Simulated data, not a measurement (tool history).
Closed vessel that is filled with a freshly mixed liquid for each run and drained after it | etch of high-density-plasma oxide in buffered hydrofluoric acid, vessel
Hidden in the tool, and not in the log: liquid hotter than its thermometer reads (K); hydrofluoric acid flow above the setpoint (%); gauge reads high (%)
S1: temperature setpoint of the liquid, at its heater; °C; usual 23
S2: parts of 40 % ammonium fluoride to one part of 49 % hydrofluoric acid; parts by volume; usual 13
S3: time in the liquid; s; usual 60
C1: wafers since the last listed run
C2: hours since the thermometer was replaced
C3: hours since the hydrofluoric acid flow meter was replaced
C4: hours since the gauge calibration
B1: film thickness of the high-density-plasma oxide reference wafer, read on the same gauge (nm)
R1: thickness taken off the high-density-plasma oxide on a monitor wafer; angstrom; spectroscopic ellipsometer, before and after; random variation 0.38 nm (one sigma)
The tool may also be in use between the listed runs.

run 1 hour=0 | S1=23 S2=13 S3=75 | C1=0 C2=628.3 C3=969.5 C4=1727.6 | B1=70.01 | R1=744
run 2 hour=48.2 | S1=23 S2=13 S3=75 | C1=4852 C2=676.5 C3=1017.7 C4=1775.8 | B1=69.98 | R1=756.3
run 3 hour=203.5 | S1=23 S2=13 S3=60 | C1=15635 C2=831.8 C3=1173 C4=1931.1 | B1=70.01 | R1=592.6
run 4 hour=264.7 | S1=23 S2=13 S3=60 | C1=6161 C2=893 C3=1234.2 C4=1992.3 | B1=69.99 | R1=603.5
run 5 hour=318.6 | S1=23 S2=14.5 S3=60 | C1=5426 C2=946.9 C3=1288.1 C4=2046.2 | B1=70.02 | R1=541.6
run 6 hour=386.6 | S1=23 S2=13 S3=60 | C1=6846 C2=1014.9 C3=1356.1 C4=2114.2 | B1=69.99 | R1=608.6
-- hour=412.6 thermometer replaced
run 7 hour=447.4 | S1=23 S2=13 S3=35 | C1=6020 C2=34.8 C3=1416.9 C4=2175 | B1=69.99 | R1=354.9
run 8 hour=501.2 | S1=23 S2=13 S3=35 | C1=5416 C2=88.6 C3=1470.7 C4=2228.8 | B1=69.95 | R1=353.1
run 9 hour=554.8 | S1=23 S2=13 S3=60 | C1=5396 C2=142.2 C3=1524.3 C4=2282.4 | B1=69.97 | R1=608.7
run 10 hour=621.7 | S1=23 S2=13 S3=60 | C1=6735 C2=209.1 C3=1591.2 C4=2349.3 | B1=69.98 | R1=607.2
run 11 hour=725.6 | S1=23 S2=13 S3=60 | C1=10460 C2=313 C3=1695.1 C4=2453.2 | B1=69.98 | R1=609.1
-- hour=747.5 hydrofluoric acid flow meter replaced
run 12 hour=819.1 | S1=27 S2=13 S3=60 | C1=9312 C2=406.5 C3=71.6 C4=2546.7 | B1=69.98 | R1=732.9
run 13 hour=857.4 | S1=27 S2=13 S3=60 | C1=3855 C2=444.8 C3=109.9 C4=2585 | B1=70.01 | R1=728
run 14 hour=914.9 | S1=23 S2=16.5 S3=95 | C1=5788 C2=502.3 C3=167.4 C4=2642.5 | B1=69.99 | R1=732.5
run 15 hour=978.1 | S1=25.5 S2=13 S3=60 | C1=6362 C2=565.5 C3=230.6 C4=2705.7 | B1=70 | R1=675.2
run 16 hour=1015.8 | S1=21.5 S2=11.5 S3=90 | C1=3795 C2=603.2 C3=268.3 C4=2743.4 | B1=69.99 | R1=916.2
run 17 hour=1073.3 | S1=25.5 S2=13 S3=60 | C1=5788 C2=660.7 C3=325.8 C4=2800.9 | B1=70 | R1=670.1
run 18 hour=1161.5 | S1=23 S2=9.5 S3=30 | C1=8879 C2=748.9 C3=414 C4=2889.1 | B1=69.95 | R1=387
run 19 hour=1237 | S1=23 S2=13 S3=30 | C1=7601 C2=824.4 C3=489.5 C4=2964.6 | B1=69.99 | R1=295.6
-- hour=1294.8 gauge calibrated
-- hour=1358.1 thermometer replaced
run 20 hour=1438.4 | S1=27 S2=9.5 S3=90 | C1=20175 C2=80.3 C3=690.9 C4=143.6 | B1=70.01 | R1=1449.7
run 21 hour=1484.9 | S1=23 S2=13 S3=60 | C1=4681 C2=126.8 C3=737.4 C4=190.1 | B1=69.95 | R1=588.9
run 22 hour=1564.4 | S1=23 S2=13 S3=60 | C1=8003 C2=206.3 C3=816.9 C4=269.6 | B1=69.98 | R1=597.7
run 23 hour=1604.3 | S1=18.5 S2=13 S3=60 | C1=4017 C2=246.2 C3=856.8 C4=309.5 | B1=70 | R1=462.4
run 24 hour=1667.1 | S1=18.5 S2=15 S3=30 | C1=6322 C2=309 C3=919.6 C4=372.3 | B1=70 | R1=202.7
run 25 hour=1725.2 | S1=23 S2=13 S3=60 | C1=5849 C2=367.1 C3=977.7 C4=430.4 | B1=69.98 | R1=604.9
run 26 hour=1908.2 | S1=23 S2=13 S3=60 | C1=18424 C2=550.1 C3=1160.7 C4=613.4 | B1=70 | R1=604.2
run 27 hour=2152.5 | S1=23 S2=13 S3=75 | C1=24595 C2=794.4 C3=1405 C4=857.7 | B1=70.04 | R1=752.7
run 28 hour=2212.5 | S1=21.5 S2=10 S3=60 | C1=6040 C2=854.4 C3=1465 C4=917.7 | B1=70.01 | R1=716
run 29 hour=2315.6 | S1=23 S2=13 S3=60 | C1=10379 C2=957.5 C3=1568.1 C4=1020.8 | B1=70.03 | R1=611.1
-- hour=2324.2 thermometer replaced
run 30 hour=2507.6 | S1=20 S2=8 S3=95 | C1=19229 C2=183.4 C3=1760.1 C4=1212.8 | B1=70 | R1=1298.8
run 31 hour=2590.1 | S1=23 S2=15.5 S3=40 | C1=8305 C2=265.9 C3=1842.6 C4=1295.3 | B1=69.99 | R1=344.4
run 32 hour=2676.7 | S1=23 S2=13 S3=85 | C1=8718 C2=352.5 C3=1929.2 C4=1381.9 | B1=70.01 | R1=872.2

3 ways to go on from here, each from the tool as it stands after run 32. What would each give?
run A hour=2677.4 | S1=23 S2=13 S3=50 | C1=70 C2=353.2 C3=1929.9 C4=1382.6 | B1=? | R1=?
run B hour=2677.4 | S1=19 S2=15 S3=60 | C1=70 C2=353.2 C3=1929.9 C4=1382.6 | B1=? | R1=?
run C hour=2677.4 | S1=20.5 S2=13 S3=60 | C1=70 C2=353.2 C3=1929.9 C4=1382.6 | B1=? | R1=?

run=A B1=69.99 R1=518.2
run=B B1=69.99 R1=432.6
run=C B1=69.99 R1=541.4
Without the tool's hidden state the same runs would have given:
run=A R1=480.5
run=B R1=401
run=C R1=502.1
